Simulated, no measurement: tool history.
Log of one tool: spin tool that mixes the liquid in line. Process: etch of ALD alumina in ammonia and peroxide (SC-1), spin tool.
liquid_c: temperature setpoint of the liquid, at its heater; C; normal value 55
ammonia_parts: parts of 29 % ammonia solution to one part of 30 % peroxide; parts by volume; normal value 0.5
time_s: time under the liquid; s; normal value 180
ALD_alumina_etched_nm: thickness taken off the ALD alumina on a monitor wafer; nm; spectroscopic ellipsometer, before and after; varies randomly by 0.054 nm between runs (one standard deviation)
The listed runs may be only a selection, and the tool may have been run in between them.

run   hour  liquid_c  ammonia_parts  time_s  wafers since the last listed run  hours since the thermometer was replaced  hours since the ammonia flow meter was replaced  hours since the heated supply line was repaired  hours since the drum of ammonia solution was connected  hours since the gauge calibration  read-back film thickness of the ALD alumina reference wafer, read on the same gauge (nm)  ALD_alumina_etched_nm
  1      0        55            0.5     180                                 0                                     838.2                                            990.6                                            372.5                                                   255.2                              410.8                                                                                    109.37                  14.13
  2   25.4        55            0.5     180                               168                                     863.6                                             1016                                            397.9                                                   280.6                              436.2                                                                                    109.26                   14.1
  3   60.8        55            0.5     180                               234                                       899                                           1051.4                                            433.3                                                     316                              471.6                                                                                    109.13                  14.14
  4   79.9        55            0.5     180                               126                                     918.1                                           1070.5                                            452.4                                                   335.1                              490.7                                                                                    109.07                   14.2
  5  115.7        55            0.5     180                               237                                     953.9                                           1106.3                                            488.2                                                   370.9                              526.5                                                                                    108.92                  14.15
  6  129.7        55            0.5     180                                92                                     967.9                                           1120.3                                            502.2                                                   384.9                              540.5                                                                                    108.81                  14.12
  7  154.9      59.5            0.5     180                               167                                     993.1                                           1145.5                                            527.4                                                   410.1                              565.7                                                                                    108.73                  17.82
  8  169.1      59.5            0.5     180                                94                                    1007.3                                           1159.7                                            541.6                                                   424.3                              579.9                                                                                    108.65                  17.77
     173.1  -- new drum of ammonia solution connected
  9  201.6      59.5            0.5     180                               209                                    1039.8                                           1192.2                                            574.1                                                    28.5                              612.4                                                                                    108.47                  17.63
 10  220.7        55            0.5     180                               126                                    1058.9                                           1211.3                                            593.2                                                    47.6                              631.5                                                                                    108.36                  14.04
 11  256.9        55            0.5     180                               240                                    1095.1                                           1247.5                                            629.4                                                    83.8                              667.7                                                                                    108.17                  14.06
     258.5  -- heated supply line repaired
 12  279.1        55            0.5     180                               140                                    1117.3                                           1269.7                                             20.6                                                     106                              689.9                                                                                    108.13                  13.92
 13  302.3        55            0.6     180                               153                                    1140.5                                           1292.9                                             43.8                                                   129.2                              713.1                                                                                    107.93                   14.2
 14  336.7        55            0.5     180                               228                                    1174.9                                           1327.3                                             78.2                                                   163.6                              747.5                                                                                    107.72                  13.96
       364  -- gauge calibrated
 15  409.1        55            0.5     150                               480                                    1247.3                                           1399.7                                            150.6                                                     236                               45.1                                                                                    109.85                  11.85
 16  435.3      59.5            0.4     110                               173                                    1273.5                                           1425.9                                            176.8                                                   262.2                               71.3                                                                                    109.83                  10.77
     442.4  -- thermometer replaced
 17  456.6        45           0.45     285                               134                                      14.2                                           1447.2                                            198.1                                                   283.5                               92.6                                                                                     109.8                  12.88
 18  473.7        55           0.45     270                               113                                      31.3                                           1464.3                                            215.2                                                   300.6                              109.7                                                                                    109.75                  21.15
     499.6  -- ammonia flow meter replaced
 19  500.9        55            0.5     145                               173                                      58.5                                              1.3                                            242.4                                                   327.8                              136.9                                                                                    109.79                  11.53
 20  515.6      50.5            0.7     220                                97                                      73.2                                               16                                            257.1                                                   342.5                              151.6                                                                                    109.75                  14.07

Expected results for the next run?
 21  550.2        55            0.5     180                               229                                     107.8                                             50.6                                            291.7                                                   377.1                              186.2                                                                                         ?                      ?

read-back film thickness of the ALD alumina reference wafer, read on the same gauge (nm): 109.7
ALD_alumina_etched_nm: 14.23 nm
Without the tool's hidden state the same run would have given ALD_alumina_etched_nm 14.27 nm.
